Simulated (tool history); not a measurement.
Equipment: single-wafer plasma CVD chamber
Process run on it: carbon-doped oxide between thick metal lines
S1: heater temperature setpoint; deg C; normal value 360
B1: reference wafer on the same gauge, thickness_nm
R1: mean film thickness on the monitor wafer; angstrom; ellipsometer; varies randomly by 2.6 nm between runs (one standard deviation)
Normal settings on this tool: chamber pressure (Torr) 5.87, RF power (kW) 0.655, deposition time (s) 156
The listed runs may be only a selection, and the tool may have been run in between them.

{"run": 1, "day": 0.0, "S1": 360, "chamber pressure (Torr)": 5.87, "RF power (kW)": 0.655, "deposition time (s)": 140, "B1": 711.875, "R1": 7597.78}
{"run": 2, "day": 0.625, "S1": 360, "chamber pressure (Torr)": 5.22, "RF power (kW)": 0.695, "deposition time (s)": 156, "B1": 712.545, "R1": 8705.26}
{"run": 3, "day": 1.262, "S1": 360, "chamber pressure (Torr)": 5.22, "RF power (kW)": 0.695, "deposition time (s)": 156, "B1": 712.36, "R1": 8717.75}
{"run": 4, "day": 1.688, "S1": 352, "chamber pressure (Torr)": 5.87, "RF power (kW)": 0.655, "deposition time (s)": 156, "B1": 713.956, "R1": 8607.48}
{"run": 5, "day": 2.358, "S1": 352, "chamber pressure (Torr)": 5.87, "RF power (kW)": 0.655, "deposition time (s)": 156, "B1": 712.78, "R1": 8572.45}
{"day": 2.7, "done": "showerhead replaced, of another model than before"}
{"run": 6, "day": 2.875, "S1": 352, "chamber pressure (Torr)": 5.87, "RF power (kW)": 0.655, "deposition time (s)": 156, "B1": 711.562, "R1": 8739.75}
{"run": 7, "day": 3.175, "S1": 360, "chamber pressure (Torr)": 6.35, "RF power (kW)": 0.655, "deposition time (s)": 156, "B1": 711.49, "R1": 8752.9}
{"run": 8, "day": 3.817, "S1": 354, "chamber pressure (Torr)": 5.87, "RF power (kW)": 0.655, "deposition time (s)": 156, "B1": 712.609, "R1": 8684.36}
{"run": 9, "day": 4.483, "S1": 360, "chamber pressure (Torr)": 5.54, "RF power (kW)": 0.655, "deposition time (s)": 156, "B1": 714.269, "R1": 8528.59}
{"run": 10, "day": 4.962, "S1": 360, "chamber pressure (Torr)": 5.54, "RF power (kW)": 0.655, "deposition time (s)": 156, "B1": 712.69, "R1": 8474.51}
{"run": 11, "day": 5.446, "S1": 360, "chamber pressure (Torr)": 5.54, "RF power (kW)": 0.655, "deposition time (s)": 156, "B1": 714.553, "R1": 8506.78}
{"day": 5.842, "done": "RF generator calibrated"}
{"run": 12, "day": 5.862, "S1": 360, "chamber pressure (Torr)": 5.23, "RF power (kW)": 0.655, "deposition time (s)": 156, "B1": 713.731, "R1": 8610.82}
{"day": 5.9, "done": "gauge calibrated"}
{"run": 13, "day": 6.133, "S1": 368, "chamber pressure (Torr)": 5.87, "RF power (kW)": 0.655, "deposition time (s)": 137, "B1": 712.54, "R1": 7591.33}
{"day": 6.804, "done": "capacitance manometer re-zeroed and calibrated"}
{"run": 14, "day": 6.825, "S1": 365, "chamber pressure (Torr)": 6.27, "RF power (kW)": 0.75, "deposition time (s)": 183, "B1": 711.749, "R1": 10907.41}
{"run": 15, "day": 7.821, "S1": 360, "chamber pressure (Torr)": 5.87, "RF power (kW)": 0.53, "deposition time (s)": 126, "B1": 713.546, "R1": 6458.53}
{"run": 16, "day": 8.492, "S1": 360, "chamber pressure (Torr)": 7.12, "RF power (kW)": 0.655, "deposition time (s)": 156, "B1": 712.026, "R1": 9019.84}
{"run": 17, "day": 9.088, "S1": 360, "chamber pressure (Torr)": 5.87, "RF power (kW)": 0.745, "deposition time (s)": 156, "B1": 712.79, "R1": 9273.38}
{"run": 18, "day": 9.771, "S1": 350, "chamber pressure (Torr)": 5.87, "RF power (kW)": 0.655, "deposition time (s)": 164, "B1": 712.953, "R1": 9405.17}
{"day": 10.504, "done": "thermocouple changed; heater temperature recalibrated"}
{"run": 19, "day": 10.525, "S1": 360, "chamber pressure (Torr)": 6.74, "RF power (kW)": 0.72, "deposition time (s)": 156, "B1": 714.398, "R1": 9285.46}
{"run": 20, "day": 10.842, "S1": 351, "chamber pressure (Torr)": 7.03, "RF power (kW)": 0.655, "deposition time (s)": 129, "B1": 713.181, "R1": 7511.48}
{"run": 21, "day": 11.125, "S1": 360, "chamber pressure (Torr)": 5.87, "RF power (kW)": 0.655, "deposition time (s)": 168, "B1": 713.49, "R1": 9433.22}
{"run": 22, "day": 11.488, "S1": 373, "chamber pressure (Torr)": 4.49, "RF power (kW)": 0.58, "deposition time (s)": 134, "B1": 712.792, "R1": 6543.93}
{"run": 23, "day": 11.888, "S1": 360, "chamber pressure (Torr)": 5.87, "RF power (kW)": 0.655, "deposition time (s)": 156, "B1": 712.65, "R1": 8726.16}
{"run": 24, "day": 12.521, "S1": 372, "chamber pressure (Torr)": 5.34, "RF power (kW)": 0.74, "deposition time (s)": 138, "B1": 712.126, "R1": 7833.76}
{"run": 25, "day": 12.892, "S1": 356, "chamber pressure (Torr)": 5.87, "RF power (kW)": 0.655, "deposition time (s)": 156, "B1": 712.602, "R1": 8819.02}
{"run": 26, "day": 13.267, "S1": 360, "chamber pressure (Torr)": 5.87, "RF power (kW)": 0.655, "deposition time (s)": 156, "B1": 713.114, "R1": 8730.01}
{"run": 27, "day": 14.825, "S1": 360, "chamber pressure (Torr)": 7.13, "RF power (kW)": 0.655, "deposition time (s)": 156, "B1": 712.798, "R1": 8955.68}
{"run": 28, "day": 15.262, "S1": 360, "chamber pressure (Torr)": 4.47, "RF power (kW)": 0.655, "deposition time (s)": 156, "B1": 712.57, "R1": 8214.9}

Selected run-to-run steps in R1, each split into two signed amounts: the part the tool would show with no hidden state at all (from settings, incoming material and random variation), and the remainder, which goes to the hidden state together with any gauge scatter not common to the measured and the hidden-state-free results:
Hidden state at play: wafer temperature above the value expected at the setpoint (K); delivered RF power above the setpoint (%); true pressure above the setpoint (%); gauge reads high (%).
Run 5 -> 6: showerhead replaced, of another model than before. R1 +167.3 angstrom: hidden state +157.84, all else +9.46.
Run 11 -> 12: chamber pressure (Torr) 5.54 -> 5.23, RF generator calibrated. R1 +104.04 angstrom: hidden state +209.46, all else -105.42.
Run 13 -> 14: S1 368 -> 365, chamber pressure (Torr) 5.87 -> 6.27, RF power (kW) 0.655 -> 0.75, deposition time (s) 137 -> 183, capacitance manometer re-zeroed and calibrated. R1 +3316.08 angstrom: hidden state -17.42, all else +3333.5.
Run 14 -> 15: S1 365 -> 360, chamber pressure (Torr) 6.27 -> 5.87, RF power (kW) 0.75 -> 0.53, deposition time (s) 183 -> 126. R1 -4448.88 angstrom: hidden state +13.88, all else -4462.76.

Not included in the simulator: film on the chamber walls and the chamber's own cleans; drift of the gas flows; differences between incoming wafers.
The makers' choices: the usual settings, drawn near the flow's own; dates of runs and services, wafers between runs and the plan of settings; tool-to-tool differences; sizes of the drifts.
